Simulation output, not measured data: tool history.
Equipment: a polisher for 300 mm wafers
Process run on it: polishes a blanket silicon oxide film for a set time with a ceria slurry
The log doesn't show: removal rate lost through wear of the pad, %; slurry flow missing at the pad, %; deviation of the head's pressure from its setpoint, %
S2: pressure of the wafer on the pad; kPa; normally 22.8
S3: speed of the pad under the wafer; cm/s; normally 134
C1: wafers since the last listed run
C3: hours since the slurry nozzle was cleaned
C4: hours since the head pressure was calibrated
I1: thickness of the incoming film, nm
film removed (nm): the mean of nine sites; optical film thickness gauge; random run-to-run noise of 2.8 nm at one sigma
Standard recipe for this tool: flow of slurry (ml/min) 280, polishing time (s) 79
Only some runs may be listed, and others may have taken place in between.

Run 1, hour 0: usual settings; C1 0; wafers polished on this pad 780; C3 476.3; C4 1101.8; I1 1899.2. Result: film removed (nm) 381.9.
Run 2, hour 9.4: usual settings; C1 86; wafers polished on this pad 866; C3 485.7; C4 1111.2; I1 1866.9. Result: film removed (nm) 381.3.
At hour 17.8: worn pad replaced by a new one.
Run 3, hour 19.2: usual settings; C1 53; wafers polished on this pad 13; C3 495.5; C4 1121; I1 1871.9. Result: film removed (nm) 399.1.
Run 4, hour 33.1: usual settings; C1 127; wafers polished on this pad 141; C3 509.4; C4 1134.9; I1 1912.5. Result: film removed (nm) 390.4.
Run 5, hour 50.3: usual settings; C1 158; wafers polished on this pad 299; C3 526.6; C4 1152.1; I1 1905.7. Result: film removed (nm) 373.8.
Run 6, hour 63.5: usual settings; C1 121; wafers polished on this pad 420; C3 539.8; C4 1165.3; I1 1868.3. Result: film removed (nm) 369.3.
Run 7, hour 78.5: usual settings but S3 122 cm/s; C1 137; wafers polished on this pad 558; C3 554.8; C4 1180.3; I1 1870.2. Result: film removed (nm) 347.6.
Run 8, hour 86.2: usual settings but S3 122 cm/s; C1 70; wafers polished on this pad 629; C3 562.5; C4 1188; I1 1898.6. Result: film removed (nm) 344.
Run 9, hour 102.6: usual settings but S3 122 cm/s; C1 150; wafers polished on this pad 780; C3 578.9; C4 1204.4; I1 1866.5. Result: film removed (nm) 342.
At hour 111.2: worn pad replaced by a new one.
Run 10, hour 111.7: usual settings; C1 46; wafers polished on this pad 4; C3 588; C4 1213.5; I1 1845.6. Result: film removed (nm) 379.2.
Run 11, hour 122.5: usual settings; C1 99; wafers polished on this pad 103; C3 598.8; C4 1224.3; I1 1877. Result: film removed (nm) 369.2.
At hour 129.9: slurry nozzle cleaned.
Run 12, hour 131: usual settings; C1 68; wafers polished on this pad 172; C3 1.1; C4 1232.8; I1 1883. Result: film removed (nm) 417.6.
Run 13, hour 144: usual settings but flow of slurry (ml/min) 210, S2 27.6 kPa, S3 152 cm/s, polishing time (s) 106; C1 119; wafers polished on this pad 292; C3 14.1; C4 1245.8; I1 1903. Result: film removed (nm) 713.4.
At hour 147: head pressure recalibrated.
Run 14, hour 158.7: usual settings but S2 28.3 kPa; C1 116; wafers polished on this pad 409; C3 28.8; C4 11.7; I1 1867.9. Result: film removed (nm) 509.5.
Run 15, hour 174.9: usual settings; C1 149; wafers polished on this pad 558; C3 45; C4 27.9; I1 1843.7. Result: film removed (nm) 412.3.
Run 16, hour 192.5: usual settings but flow of slurry (ml/min) 310, S3 114 cm/s; C1 161; wafers polished on this pad 719; C3 62.6; C4 45.5; I1 1852.7. Result: film removed (nm) 373.2.
At hour 206.9: worn pad replaced by a new one.
Run 17, hour 207.4: usual settings; C1 100; wafers polished on this pad 4; C3 77.5; C4 60.4; I1 1887.9. Result: film removed (nm) 428.7.
Run 18, hour 219.1: usual settings but S3 122 cm/s; C1 107; wafers polished on this pad 112; C3 89.2; C4 72.1; I1 1881.1. Result: film removed (nm) 394.8.
Run 19, hour 236.9: usual settings; C1 163; wafers polished on this pad 276; C3 107; C4 89.9; I1 1885.7. Result: film removed (nm) 411.9.
Run 20, hour 245.5: usual settings but S2 18.6 kPa, polishing time (s) 102; C1 79; wafers polished on this pad 355; C3 115.6; C4 98.5; I1 1889. Result: film removed (nm) 432.5.
Run 21, hour 257.4: usual settings but flow of slurry (ml/min) 370, S2 28.3 kPa; C1 109; wafers polished on this pad 464; C3 127.5; C4 110.4; I1 1869.9. Result: film removed (nm) 520.3.
Run 22, hour 264.4: usual settings but flow of slurry (ml/min) 225, S3 112 cm/s; C1 64; wafers polished on this pad 529; C3 134.5; C4 117.4; I1 1901.5. Result: film removed (nm) 360.4.
Run 23, hour 277.9: usual settings but S3 168 cm/s; C1 124; wafers polished on this pad 653; C3 148; C4 130.9; I1 1914.3. Result: film removed (nm) 462.
Run 24, hour 288.8: usual settings but S2 26.2 kPa, S3 170 cm/s; C1 100; wafers polished on this pad 753; C3 158.9; C4 141.8; I1 1890. Result: film removed (nm) 541.1.

3 ways to go on from here, each from the tool as it stands after run 24. What would each give?
Run A, hour 289.2: usual settings but flow of slurry (ml/min) 245; C1 3; wafers polished on this pad 757; C3 159.3; C4 142.2; I1 1881.5. Result: film removed (nm) ?.
Run B, hour 289.2: usual settings but flow of slurry (ml/min) 210, S3 106 cm/s, polishing time (s) 68; C1 3; wafers polished on this pad 757; C3 159.3; C4 142.2; I1 1881.5. Result: film removed (nm) ?.
Run C, hour 289.2: usual settings but flow of slurry (ml/min) 360, S2 15.2 kPa, S3 178 cm/s, polishing time (s) 70; C1 3; wafers polished on this pad 757; C3 159.3; C4 142.2; I1 1881.5. Result: film removed (nm) ?.

run  film removed (nm)
  A                397
  B              292.2
  C              292.5
Without the tool's hidden state the same runs would have given:
run  film removed (nm)
  A              428.4
  B              315.9
  C              314.6
